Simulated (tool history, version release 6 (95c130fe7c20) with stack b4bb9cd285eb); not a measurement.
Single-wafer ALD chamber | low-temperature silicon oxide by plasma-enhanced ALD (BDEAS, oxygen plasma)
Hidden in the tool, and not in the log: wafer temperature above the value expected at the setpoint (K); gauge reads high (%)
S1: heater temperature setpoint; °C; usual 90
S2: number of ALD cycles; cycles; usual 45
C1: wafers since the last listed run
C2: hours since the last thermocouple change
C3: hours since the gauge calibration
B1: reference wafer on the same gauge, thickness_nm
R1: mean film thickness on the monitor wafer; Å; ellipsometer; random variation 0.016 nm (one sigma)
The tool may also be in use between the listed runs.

run 1 day=0.000 | S1=90 S2=40 | C1=0 C2=574.1 C3=534.4 | B1=5.676 | R1=59.80
run 2 day=3.133 | S1=90 S2=45 | C1=411 C2=649.3 C3=609.6 | B1=5.667 | R1=66.93
run 3 day=5.325 | S1=90 S2=45 | C1=287 C2=701.9 C3=662.2 | B1=5.665 | R1=66.94
run 4 day=9.225 | S1=90 S2=45 | C1=511 C2=795.5 C3=755.8 | B1=5.658 | R1=66.93
run 5 day=12.000 | S1=90 S2=45 | C1=364 C2=862.1 C3=822.4 | B1=5.641 | R1=66.68
run 6 day=15.004 | S1=90 S2=45 | C1=394 C2=934.2 C3=894.5 | B1=5.645 | R1=66.72
-- day=17.142 thermocouple changed; heater temperature recalibrated
run 7 day=17.162 | S1=90 S2=45 | C1=239 C2=0.5 C3=946.3 | B1=5.634 | R1=67.04
run 8 day=21.288 | S1=90 S2=45 | C1=541 C2=99.5 C3=1045.3 | B1=5.623 | R1=66.55
-- day=22.833 gauge calibrated
run 9 day=24.746 | S1=90 S2=39 | C1=453 C2=182.5 C3=45.9 | B1=5.753 | R1=59.00
run 10 day=27.492 | S1=90 S2=39 | C1=360 C2=248.4 C3=111.8 | B1=5.750 | R1=59.10
run 11 day=31.200 | S1=90 S2=39 | C1=486 C2=337.4 C3=200.8 | B1=5.733 | R1=58.79
run 12 day=35.642 | S1=90 S2=36 | C1=583 C2=444.0 C3=307.4 | B1=5.716 | R1=54.32
run 13 day=37.817 | S1=96 S2=45 | C1=285 C2=496.2 C3=359.6 | B1=5.720 | R1=66.55
run 14 day=39.667 | S1=81 S2=51 | C1=242 C2=540.6 C3=404.0 | B1=5.711 | R1=79.00
run 15 day=43.804 | S1=84 S2=50 | C1=543 C2=639.9 C3=503.3 | B1=5.690 | R1=76.53
run 16 day=48.217 | S1=90 S2=45 | C1=579 C2=745.8 C3=609.2 | B1=5.690 | R1=67.48
run 17 day=52.600 | S1=96 S2=37 | C1=575 C2=851.0 C3=714.4 | B1=5.671 | R1=54.32
-- day=54.125 thermocouple changed; heater temperature recalibrated
run 18 day=54.825 | S1=90 S2=45 | C1=248 C2=16.8 C3=767.8 | B1=5.665 | R1=67.31
run 19 day=57.792 | S1=90 S2=43 | C1=389 C2=88.0 C3=839.0 | B1=5.660 | R1=64.45
run 20 day=61.017 | S1=103 S2=45 | C1=423 C2=165.4 C3=916.4 | B1=5.655 | R1=64.66
run 21 day=63.667 | S1=78 S2=49 | C1=347 C2=229.0 C3=980.0 | B1=5.643 | R1=75.65
run 22 day=67.858 | S1=101 S2=53 | C1=550 C2=329.6 C3=1080.6 | B1=5.635 | R1=76.23

Forecast run 23:
run 23 day=70.279 | S1=96 S2=37 | C1=317 C2=387.7 C3=1138.7 | B1=? | R1=?

{"run 23": {"B1": 5.624, "R1": 53.8}}
Without the tool's hidden state the same run would have given R1 55.10 Å.

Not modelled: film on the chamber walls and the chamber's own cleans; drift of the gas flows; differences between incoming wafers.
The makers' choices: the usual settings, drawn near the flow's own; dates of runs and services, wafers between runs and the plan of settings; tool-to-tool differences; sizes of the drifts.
